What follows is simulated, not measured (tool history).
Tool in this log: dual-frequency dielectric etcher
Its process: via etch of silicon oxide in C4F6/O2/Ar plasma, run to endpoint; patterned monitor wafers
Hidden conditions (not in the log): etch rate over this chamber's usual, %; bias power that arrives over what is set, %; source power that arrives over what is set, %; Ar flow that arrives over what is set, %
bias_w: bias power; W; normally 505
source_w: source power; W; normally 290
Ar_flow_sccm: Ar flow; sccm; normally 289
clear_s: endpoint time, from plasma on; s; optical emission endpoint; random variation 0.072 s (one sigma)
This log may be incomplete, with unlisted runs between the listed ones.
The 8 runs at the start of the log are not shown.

run    hour  bias_w  source_w  Ar_flow_sccm  wafers since the last listed run  hours since the last wet clean  hours since the last bias power generator calibration  hours since the last source power generator calibration  hours since the last Ar flow controller change  hours since the last upper electrode change  incoming incoming film thickness, nm  clear_s
  9   912.4     612       290           321                              1685                           135.5                                                 4762.3                                                   3662.6                                          1242.3                                       5217.2                                  90.2     21.1
      948.3  -- bias power generator calibrated
 10  1014.6     505       290           289                              1543                           237.7                                                   66.3                                                   3764.8                                          1344.5                                       5319.4                                  90.5     22.4
 11  1094.9     505       290           289                              1262                             318                                                  146.6                                                   3845.1                                          1424.8                                       5399.7                                  90.7     22.5
     1103.3  -- source power generator calibrated
 12  1186.5     419       220           289                              1376                           409.6                                                  238.2                                                     83.2                                          1516.4                                       5491.3                                  90.6     25.9
 13  1265.4     426       350           289                              1240                           488.5                                                  317.1                                                    162.1                                          1595.3                                       5570.2                                  89.9     22.5
 14  1326.8     553       290           289                               965                           549.9                                                  378.5                                                    223.5                                          1656.7                                       5631.6                                  91.1     21.8
 15    1418     505       290           289                              1433                           641.1                                                  469.7                                                    314.7                                          1747.9                                       5722.8                                  90.4     22.4
 16  1456.7     505       290           289                               608                           679.8                                                  508.4                                                    353.4                                          1786.6                                       5761.5                                  89.8     22.2
     1505.4  -- upper electrode replaced
 17  1552.5     594       290           289                              1128                           775.6                                                  604.2                                                    449.2                                          1882.4                                         47.1                                  90.6       21
     1590.5  -- wet clean of the chamber
     1635.5  -- Ar flow controller replaced
 18  1658.8     562       290           289                              1199                            68.3                                                  710.5                                                    555.5                                            23.3                                        153.4                                  89.8     21.2
 19  1708.4     505       290           289                               779                           117.9                                                  760.1                                                    605.1                                            72.9                                          203                                  90.7     22.4
 20  1748.5     505       290           289                               630                             158                                                  800.2                                                    645.2                                             113                                        243.1                                  90.7     22.4
 21  1811.7     432       290           289                               993                           221.2                                                  863.4                                                    708.4                                           176.2                                        306.3                                  89.9     23.7
 22    1887     505       230           249                              1183                           296.5                                                  938.7                                                    783.7                                           251.5                                        381.6                                    91     23.4
 23  1999.1     391       350           289                              1762                           408.6                                                 1050.8                                                    895.8                                           363.6                                        493.7                                  90.7     23.6
 24    2046     505       360           330                               737                           455.5                                                 1097.7                                                    942.7                                           410.5                                        540.6                                  90.1     21.5
 25  2109.6     615       340           289                               999                           519.1                                                 1161.3                                                   1006.3                                           474.1                                        604.2                                  91.2       20
 26  2179.7     470       290           289                              1101                           589.2                                                 1231.4                                                   1076.4                                           544.2                                        674.3                                    92     23.4
     2241.5  -- wet clean of the chamber
 27    2242     505       290           289                               602                             0.5                                                 1293.7                                                   1138.7                                           606.5                                        736.6                                  90.2     22.3
 28  2310.5     505       290           289                              1076                              69                                                 1362.2                                                   1207.2                                             675                                        805.1                                  90.5     22.3
 29  2406.2     505       290           289                              1504                           164.7                                                 1457.9                                                   1302.9                                           770.7                                        900.8                                  90.9     22.4
 30  2507.9     505       240           241                              1598                           266.4                                                 1559.6                                                   1404.6                                           872.4                                       1002.5                                  90.6     22.8

Each row is a separate what-if for the run after 30, all from the same tool condition, not one after another. Results?
  A  2508.3     405       290           289                                 6                           266.8                                                   1560                                                     1405                                           872.8                                       1002.9                                  91.1        ?
  B  2508.3     473       290           264                                 6                           266.8                                                   1560                                                     1405                                           872.8                                       1002.9                                  91.1        ?
  C  2508.3     458       350           289                                 6                           266.8                                                   1560                                                     1405                                           872.8                                       1002.9                                  91.1        ?

run  clear_s
  A     24.5
  B     22.8
  C     22.2
With no hidden state in the tool, these same runs would have given:
run  clear_s
  A     24.5
  B     22.8
  C     22.2

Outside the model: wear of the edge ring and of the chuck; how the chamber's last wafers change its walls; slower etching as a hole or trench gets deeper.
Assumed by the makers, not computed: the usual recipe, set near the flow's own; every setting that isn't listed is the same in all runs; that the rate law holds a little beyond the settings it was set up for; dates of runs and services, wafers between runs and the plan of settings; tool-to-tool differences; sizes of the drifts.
